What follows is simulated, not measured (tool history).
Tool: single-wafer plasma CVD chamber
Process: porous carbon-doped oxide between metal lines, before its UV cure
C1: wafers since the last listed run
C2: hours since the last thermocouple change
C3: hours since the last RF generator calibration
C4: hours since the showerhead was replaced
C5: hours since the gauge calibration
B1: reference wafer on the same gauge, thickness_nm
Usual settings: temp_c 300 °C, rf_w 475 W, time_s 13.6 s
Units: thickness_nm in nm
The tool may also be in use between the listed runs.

run 1 hour=0 | temp_c=300 rf_w=475 time_s=13.6 | C1=0 C2=1187.1 C3=1347 C4=3266.4 C5=1485.2 | B1=75.724 | thickness_nm=67.572
run 2 hour=66.5 | temp_c=300 rf_w=475 time_s=13.6 | C1=1794 C2=1253.6 C3=1413.5 C4=3332.9 C5=1551.7 | B1=75.848 | thickness_nm=67.804
run 3 hour=120.8 | temp_c=300 rf_w=475 time_s=13.6 | C1=1465 C2=1307.9 C3=1467.8 C4=3387.2 C5=1606 | B1=75.803 | thickness_nm=67.608
-- hour=179.6 RF generator calibrated
run 4 hour=192.1 | temp_c=300 rf_w=475 time_s=13.6 | C1=1708 C2=1379.2 C3=12.5 C4=3458.5 C5=1677.3 | B1=75.762 | thickness_nm=67.356
run 5 hour=254.3 | temp_c=300 rf_w=475 time_s=13.6 | C1=1678 C2=1441.4 C3=74.7 C4=3520.7 C5=1739.5 | B1=75.813 | thickness_nm=67.521
-- hour=339.6 gauge calibrated
run 6 hour=347.4 | temp_c=300 rf_w=475 time_s=13.6 | C1=2512 C2=1534.5 C3=167.8 C4=3613.8 C5=7.8 | B1=75.805 | thickness_nm=67.383
run 7 hour=389.3 | temp_c=300 rf_w=475 time_s=13.6 | C1=1130 C2=1576.4 C3=209.7 C4=3655.7 C5=49.7 | B1=75.782 | thickness_nm=67.2
run 8 hour=437.5 | temp_c=300 rf_w=475 time_s=13.6 | C1=1300 C2=1624.6 C3=257.9 C4=3703.9 C5=97.9 | B1=75.738 | thickness_nm=67.572
run 9 hour=481.5 | temp_c=300 rf_w=475 time_s=14.9 | C1=1187 C2=1668.6 C3=301.9 C4=3747.9 C5=141.9 | B1=75.783 | thickness_nm=73.56
run 10 hour=575.1 | temp_c=300 rf_w=475 time_s=13.6 | C1=2526 C2=1762.2 C3=395.5 C4=3841.5 C5=235.5 | B1=75.808 | thickness_nm=67.142
run 11 hour=651.9 | temp_c=300 rf_w=475 time_s=13.6 | C1=2072 C2=1839 C3=472.3 C4=3918.3 C5=312.3 | B1=75.745 | thickness_nm=67.356
-- hour=713.1 thermocouple changed; heater temperature recalibrated
run 12 hour=733 | temp_c=300 rf_w=475 time_s=13.6 | C1=1972 C2=19.9 C3=553.4 C4=3999.4 C5=393.4 | B1=75.809 | thickness_nm=66.43
run 13 hour=789.7 | temp_c=300 rf_w=405 time_s=13.6 | C1=1530 C2=76.6 C3=610.1 C4=4056.1 C5=450.1 | B1=75.793 | thickness_nm=60.217
-- hour=861.3 showerhead replaced
run 14 hour=895.5 | temp_c=308 rf_w=475 time_s=13.6 | C1=2639 C2=182.4 C3=715.9 C4=34.2 C5=555.9 | B1=75.794 | thickness_nm=63.784
run 15 hour=966.7 | temp_c=290 rf_w=565 time_s=12.6 | C1=1921 C2=253.6 C3=787.1 C4=105.4 C5=627.1 | B1=75.844 | thickness_nm=71.361
run 16 hour=1054.3 | temp_c=300 rf_w=475 time_s=13.6 | C1=2364 C2=341.2 C3=874.7 C4=193 C5=714.7 | B1=75.796 | thickness_nm=66.496
run 17 hour=1113.4 | temp_c=300 rf_w=475 time_s=13.6 | C1=1595 C2=400.3 C3=933.8 C4=252.1 C5=773.8 | B1=75.751 | thickness_nm=66.191
run 18 hour=1184.7 | temp_c=300 rf_w=515 time_s=12.8 | C1=1924 C2=471.6 C3=1005.1 C4=323.4 C5=845.1 | B1=75.8 | thickness_nm=65.395
run 19 hour=1243 | temp_c=300 rf_w=445 time_s=13.6 | C1=1573 C2=529.9 C3=1063.4 C4=381.7 C5=903.4 | B1=75.817 | thickness_nm=63.813
run 20 hour=1403.4 | temp_c=285 rf_w=475 time_s=13.6 | C1=4329 C2=690.3 C3=1223.8 C4=542.1 C5=1063.8 | B1=75.745 | thickness_nm=71.103
run 21 hour=1469.4 | temp_c=300 rf_w=475 time_s=13.6 | C1=1781 C2=756.3 C3=1289.8 C4=608.1 C5=1129.8 | B1=75.787 | thickness_nm=65.74
-- hour=1489.1 thermocouple changed; heater temperature recalibrated, repeated, since the last time left the tool worse
run 22 hour=1555.1 | temp_c=300 rf_w=475 time_s=13.6 | C1=2097 C2=66 C3=1375.5 C4=693.8 C5=1215.5 | B1=75.736 | thickness_nm=68.004
run 23 hour=1599 | temp_c=300 rf_w=475 time_s=13.6 | C1=1184 C2=109.9 C3=1419.4 C4=737.7 C5=1259.4 | B1=75.797 | thickness_nm=68.239
run 24 hour=1676.2 | temp_c=300 rf_w=475 time_s=13.6 | C1=2083 C2=187.1 C3=1496.6 C4=814.9 C5=1336.6 | B1=75.861 | thickness_nm=68.328
-- hour=1732.7 RF generator calibrated
run 25 hour=1773.7 | temp_c=300 rf_w=570 time_s=11.5 | C1=2415 C2=284.6 C3=41 C4=912.4 C5=1434.1 | B1=75.721 | thickness_nm=64.34
run 26 hour=1866.3 | temp_c=300 rf_w=475 time_s=13.6 | C1=2499 C2=377.2 C3=133.6 C4=1005 C5=1526.7 | B1=75.799 | thickness_nm=68.53
run 27 hour=1926.8 | temp_c=312 rf_w=420 time_s=11.1 | C1=1632 C2=437.7 C3=194.1 C4=1065.5 C5=1587.2 | B1=75.812 | thickness_nm=49.204
run 28 hour=1994.6 | temp_c=300 rf_w=475 time_s=13.6 | C1=1829 C2=505.5 C3=261.9 C4=1133.3 C5=1655 | B1=75.741 | thickness_nm=68.311
-- hour=2048 gauge calibrated
run 29 hour=2077.4 | temp_c=300 rf_w=475 time_s=13.6 | C1=2234 C2=588.3 C3=344.7 C4=1216.1 C5=29.4 | B1=75.783 | thickness_nm=68.076
run 30 hour=2184.7 | temp_c=305 rf_w=475 time_s=13.6 | C1=2896 C2=695.6 C3=452 C4=1323.4 C5=136.7 | B1=75.798 | thickness_nm=66.658
run 31 hour=2252 | temp_c=314 rf_w=420 time_s=14.5 | C1=1816 C2=762.9 C3=519.3 C4=1390.7 C5=204 | B1=75.836 | thickness_nm=63.109
run 32 hour=2310.7 | temp_c=300 rf_w=475 time_s=13.6 | C1=1584 C2=821.6 C3=578 C4=1449.4 C5=262.7 | B1=75.828 | thickness_nm=67.768
run 33 hour=2362.1 | temp_c=313 rf_w=475 time_s=13.6 | C1=1387 C2=873 C3=629.4 C4=1500.8 C5=314.1 | B1=75.896 | thickness_nm=63.913
run 34 hour=2413.3 | temp_c=310 rf_w=385 time_s=15.9 | C1=1381 C2=924.2 C3=680.6 C4=1552 C5=365.3 | B1=75.768 | thickness_nm=66.332
run 35 hour=2515.7 | temp_c=300 rf_w=475 time_s=14.3 | C1=2763 C2=1026.6 C3=783 C4=1654.4 C5=467.7 | B1=75.791 | thickness_nm=71.011

What the log doesn't show, run by run:
delivered RF power above the setpoint (%): 0 in every run
gauge reads high (%): 0 in every run
H1: wafer temperature above the value expected at the setpoint (K)
run=1 H1=2.54
run=2 H1=2.65
run=3 H1=2.75
run=4 H1=2.86
run=5 H1=2.97
run=6 H1=3.12
run=7 H1=3.19
run=8 H1=3.27
run=9 H1=3.35
run=10 H1=3.5
run=11 H1=3.63
run=12 H1=6.56
run=13 H1=6.66
run=14 H1=6.83
run=15 H1=6.95
run=16 H1=7.1
run=17 H1=7.2
run=18 H1=7.31
run=19 H1=7.41
run=20 H1=7.68
run=21 H1=7.79
run=22 H1=0.492
run=23 H1=0.566
run=24 H1=0.694
run=25 H1=0.857
run=26 H1=1.01
run=27 H1=1.11
run=28 H1=1.23
run=29 H1=1.36
run=30 H1=1.54
run=31 H1=1.66
run=32 H1=1.75
run=33 H1=1.84
run=34 H1=1.92
run=35 H1=2.1

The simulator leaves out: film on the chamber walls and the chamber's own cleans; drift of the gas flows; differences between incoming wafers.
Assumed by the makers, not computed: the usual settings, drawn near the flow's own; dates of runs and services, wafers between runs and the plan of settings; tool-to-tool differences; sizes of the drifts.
